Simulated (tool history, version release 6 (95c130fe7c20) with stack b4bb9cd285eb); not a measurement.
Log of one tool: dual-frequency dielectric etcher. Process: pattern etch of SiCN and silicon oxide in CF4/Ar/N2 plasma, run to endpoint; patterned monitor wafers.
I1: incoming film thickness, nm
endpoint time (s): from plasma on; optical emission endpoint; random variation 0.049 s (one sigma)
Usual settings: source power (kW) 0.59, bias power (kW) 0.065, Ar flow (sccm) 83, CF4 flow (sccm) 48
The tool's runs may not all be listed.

run 1 hour=0 | source_power_(kW)=0.64 bias_power_(kW)=0.065 Ar_flow_(sccm)=83 CF4_flow_(sccm)=60 | I1=10.98 | endpoint_time_(s)=9.9
run 2 hour=14.1 | source_power_(kW)=0.59 bias_power_(kW)=0.065 Ar_flow_(sccm)=83 CF4_flow_(sccm)=38 | I1=10.98 | endpoint_time_(s)=11.8
run 3 hour=39.8 | source_power_(kW)=0.59 bias_power_(kW)=0.074 Ar_flow_(sccm)=83 CF4_flow_(sccm)=48 | I1=11 | endpoint_time_(s)=10.6
run 4 hour=63.1 | source_power_(kW)=0.59 bias_power_(kW)=0.055 Ar_flow_(sccm)=83 CF4_flow_(sccm)=44 | I1=10.9 | endpoint_time_(s)=11.5
run 5 hour=79.8 | source_power_(kW)=0.59 bias_power_(kW)=0.065 Ar_flow_(sccm)=83 CF4_flow_(sccm)=48 | I1=10.95 | endpoint_time_(s)=10.9
run 6 hour=95.5 | source_power_(kW)=0.59 bias_power_(kW)=0.055 Ar_flow_(sccm)=68 CF4_flow_(sccm)=48 | I1=11.08 | endpoint_time_(s)=10.9
run 7 hour=114.8 | source_power_(kW)=0.69 bias_power_(kW)=0.065 Ar_flow_(sccm)=83 CF4_flow_(sccm)=48 | I1=11.04 | endpoint_time_(s)=9.8
run 8 hour=149.7 | source_power_(kW)=0.5 bias_power_(kW)=0.08 Ar_flow_(sccm)=83 CF4_flow_(sccm)=48 | I1=10.94 | endpoint_time_(s)=11.5
-- hour=165.8 CF4 flow controller replaced
run 9 hour=181.6 | source_power_(kW)=0.45 bias_power_(kW)=0.065 Ar_flow_(sccm)=83 CF4_flow_(sccm)=58 | I1=10.97 | endpoint_time_(s)=12.4
-- hour=213.5 upper electrode replaced
run 10 hour=214 | source_power_(kW)=0.59 bias_power_(kW)=0.065 Ar_flow_(sccm)=101 CF4_flow_(sccm)=48 | I1=11.01 | endpoint_time_(s)=11.3
run 11 hour=235.3 | source_power_(kW)=0.59 bias_power_(kW)=0.065 Ar_flow_(sccm)=83 CF4_flow_(sccm)=48 | I1=10.97 | endpoint_time_(s)=10.7
-- hour=243.8 source power generator calibrated
run 12 hour=250.9 | source_power_(kW)=0.59 bias_power_(kW)=0.06 Ar_flow_(sccm)=83 CF4_flow_(sccm)=36 | I1=11.04 | endpoint_time_(s)=11.9
-- hour=295.4 wet clean of the chamber
run 13 hour=295.9 | source_power_(kW)=0.59 bias_power_(kW)=0.065 Ar_flow_(sccm)=83 CF4_flow_(sccm)=48 | I1=10.98 | endpoint_time_(s)=11.2
run 14 hour=296.2 | source_power_(kW)=0.59 bias_power_(kW)=0.065 Ar_flow_(sccm)=88 CF4_flow_(sccm)=48 | I1=10.92 | endpoint_time_(s)=11.3
run 15 hour=311.5 | source_power_(kW)=0.59 bias_power_(kW)=0.071 Ar_flow_(sccm)=92 CF4_flow_(sccm)=48 | I1=10.96 | endpoint_time_(s)=11.2
run 16 hour=337.4 | source_power_(kW)=0.59 bias_power_(kW)=0.058 Ar_flow_(sccm)=95 CF4_flow_(sccm)=48 | I1=10.97 | endpoint_time_(s)=11.7
run 17 hour=358.7 | source_power_(kW)=0.65 bias_power_(kW)=0.065 Ar_flow_(sccm)=101 CF4_flow_(sccm)=48 | I1=11.02 | endpoint_time_(s)=10.9
run 18 hour=388 | source_power_(kW)=0.63 bias_power_(kW)=0.076 Ar_flow_(sccm)=92 CF4_flow_(sccm)=39 | I1=10.88 | endpoint_time_(s)=10.8
run 19 hour=407.3 | source_power_(kW)=0.69 bias_power_(kW)=0.065 Ar_flow_(sccm)=104 CF4_flow_(sccm)=48 | I1=10.99 | endpoint_time_(s)=10.3
run 20 hour=440.7 | source_power_(kW)=0.59 bias_power_(kW)=0.059 Ar_flow_(sccm)=97 CF4_flow_(sccm)=48 | I1=10.92 | endpoint_time_(s)=11.6
run 21 hour=460.9 | source_power_(kW)=0.59 bias_power_(kW)=0.065 Ar_flow_(sccm)=83 CF4_flow_(sccm)=48 | I1=10.96 | endpoint_time_(s)=11
run 22 hour=491.8 | source_power_(kW)=0.59 bias_power_(kW)=0.065 Ar_flow_(sccm)=83 CF4_flow_(sccm)=48 | I1=10.97 | endpoint_time_(s)=10.9
run 23 hour=526.9 | source_power_(kW)=0.66 bias_power_(kW)=0.065 Ar_flow_(sccm)=64 CF4_flow_(sccm)=43 | I1=11.08 | endpoint_time_(s)=9.8
run 24 hour=560 | source_power_(kW)=0.46 bias_power_(kW)=0.065 Ar_flow_(sccm)=83 CF4_flow_(sccm)=41 | I1=11.03 | endpoint_time_(s)=13.5

The tool's hidden state at each run:
source power that arrives over what is set, %: 0 in every run
bias power that arrives over what is set, %: 0 in every run
Ar flow that arrives over what is set, %: 0 in every run
CF4 flow that arrives over what is set, %: 0 in every run
H1: etch rate over this chamber's usual, %
run=1 H1=1.23
run=2 H1=1.41
run=3 H1=1.72
run=4 H1=2.01
run=5 H1=2.22
run=6 H1=2.41
run=7 H1=2.65
run=8 H1=3.08
run=9 H1=3.48
run=10 H1=3.88
run=11 H1=4.14
run=12 H1=4.33
run=13 H1=-0.22
run=14 H1=-0.216
run=15 H1=-0.0269
run=16 H1=0.293
run=17 H1=0.556
run=18 H1=0.919
run=19 H1=1.16
run=20 H1=1.57
run=21 H1=1.82
run=22 H1=2.2
run=23 H1=2.64
run=24 H1=3.04
